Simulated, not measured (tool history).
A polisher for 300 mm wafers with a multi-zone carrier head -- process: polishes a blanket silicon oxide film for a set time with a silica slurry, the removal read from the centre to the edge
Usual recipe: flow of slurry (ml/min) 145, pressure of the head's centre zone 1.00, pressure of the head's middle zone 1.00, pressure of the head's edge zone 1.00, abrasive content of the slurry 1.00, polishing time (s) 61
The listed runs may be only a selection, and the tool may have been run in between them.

| run | hour | flow of slurry (ml/min) | pressure of the head's centre zone | pressure of the head's middle zone | pressure of the head's edge zone | abrasive content of the slurry | polishing time (s) | incoming thickness of the incoming film, nm | film removed at the wafer's centre (angstrom) | film removed at mid-radius (angstrom) | film removed at the wafer's edge (angstrom) |
|---|---|---|---|---|---|---|---|---|---|---|---|
| 1 | 0.0 | 145 | 0.94 | 1.00 | 1.00 | 0.80 | 44 | 894.2 | 1488 | 1406 | 1404 |
| 2 | 57.0 | 110 | 1.00 | 1.00 | 1.00 | 1.00 | 77 | 905.5 | 3108 | 2812 | 2870 |
|  | 139.0 | centre zone pressure recalibrated |
| 3 | 141.4 | 120 | 1.00 | 0.95 | 0.89 | 0.80 | 61 | 914.1 | 1860 | 1849 | 1841 |
|  | 164.7 | carrier head's membrane replaced by a new one |
| 4 | 248.7 | 165 | 1.00 | 1.10 | 1.00 | 0.90 | 61 | 883.3 | 2214 | 2363 | 2176 |
| 5 | 324.1 | 145 | 1.00 | 1.00 | 1.04 | 1.00 | 73 | 910.7 | 2812 | 2725 | 2892 |
| 6 | 389.7 | 145 | 1.00 | 1.00 | 1.00 | 1.00 | 61 | 893.0 | 2368 | 2339 | 2374 |
|  | 391.6 | slurry nozzle cleaned |
|  | 470.5 | worn pad replaced by a new one |
| 7 | 488.3 | 145 | 1.00 | 1.00 | 1.00 | 1.20 | 61 | 900.9 | 2622 | 2659 | 2615 |
| 8 | 529.2 | 105 | 1.00 | 1.09 | 1.00 | 0.80 | 76 | 894.1 | 2319 | 2441 | 2336 |
|  | 828.3 | carrier head's membrane replaced by a new one |
| 9 | 828.8 | 145 | 1.00 | 1.00 | 1.00 | 1.00 | 61 | 900.1 | 2571 | 2341 | 2348 |
|  | 831.5 | edge zone pressure recalibrated |
|  | 888.1 | centre zone pressure recalibrated |
| 10 | 910.4 | 145 | 1.00 | 1.00 | 1.07 | 1.00 | 61 | 910.9 | 2379 | 2304 | 2418 |
| 11 | 946.6 | 145 | 1.00 | 1.00 | 1.00 | 1.00 | 61 | 884.3 | 2419 | 2340 | 2356 |
| 12 | 1029.3 | 145 | 0.91 | 1.06 | 0.89 | 1.00 | 71 | 888.0 | 2568 | 2860 | 2545 |
| 13 | 1088.8 | 145 | 1.00 | 1.00 | 1.00 | 1.00 | 61 | 898.2 | 2419 | 2335 | 2351 |
|  | 1119.7 | slurry nozzle cleaned |
| 14 | 1147.5 | 145 | 1.00 | 1.00 | 1.11 | 1.10 | 70 | 901.7 | 2958 | 2819 | 2967 |
| 15 | 1194.7 | 130 | 0.90 | 1.04 | 1.00 | 1.00 | 71 | 902.0 | 2479 | 2745 | 2691 |
|  | 1206.8 | worn pad replaced by a new one |
| 16 | 1288.8 | 145 | 1.00 | 1.04 | 1.00 | 1.00 | 42 | 892.0 | 1703 | 1666 | 1611 |
| 17 | 1395.0 | 145 | 1.06 | 1.00 | 0.90 | 1.00 | 61 | 899.4 | 2674 | 2311 | 2190 |
| 18 | 1487.8 | 145 | 1.00 | 1.00 | 0.90 | 1.00 | 80 | 903.0 | 3354 | 3103 | 2920 |
|  | 1494.8 | carrier head's membrane replaced by a new one |
| 19 | 1549.0 | 145 | 1.07 | 1.03 | 1.00 | 1.15 | 48 | 894.0 | 2370 | 2051 | 2046 |
| 20 | 1622.9 | 125 | 1.00 | 1.00 | 0.94 | 1.30 | 61 | 906.5 | 2982 | 2584 | 2647 |
|  | 1686.4 | centre zone pressure recalibrated |
|  | 1690.8 | edge zone pressure recalibrated |
| 21 | 1700.8 | 100 | 1.00 | 1.00 | 1.00 | 1.00 | 80 | 891.2 | 2885 | 2807 | 2932 |
| 22 | 1755.5 | 145 | 1.00 | 1.00 | 1.00 | 1.00 | 61 | 890.2 | 2364 | 2359 | 2357 |

Each row is a separate what-if for the run after 22, all from the same tool condition, not one after another. Results?
| A | 1755.9 | 145 | 1.00 | 1.00 | 1.00 | 1.00 | 61 | 885.1 | ? | ? | ? |
| B | 1755.9 | 145 | 1.00 | 1.00 | 1.00 | 1.20 | 73 | 885.1 | ? | ? | ? |
| C | 1755.9 | 145 | 1.00 | 1.06 | 1.00 | 1.00 | 76 | 885.1 | ? | ? | ? |

| run | film removed at the wafer's centre (angstrom) | film removed at mid-radius (angstrom) | film removed at the wafer's edge (angstrom) |
|---|---|---|---|
| A | 2373 | 2341 | 2342 |
| B | 3170 | 3128 | 3128 |
| C | 2957 | 3060 | 2915 |
With the hidden condition removed and each run's random variation left untouched, the same runs would have given:
| run | film removed at the wafer's centre (angstrom) | film removed at mid-radius (angstrom) | film removed at the wafer's edge (angstrom) |
|---|---|---|---|
| A | 2360 | 2341 | 2342 |
| B | 3153 | 3128 | 3128 |
| C | 2942 | 3060 | 2915 |

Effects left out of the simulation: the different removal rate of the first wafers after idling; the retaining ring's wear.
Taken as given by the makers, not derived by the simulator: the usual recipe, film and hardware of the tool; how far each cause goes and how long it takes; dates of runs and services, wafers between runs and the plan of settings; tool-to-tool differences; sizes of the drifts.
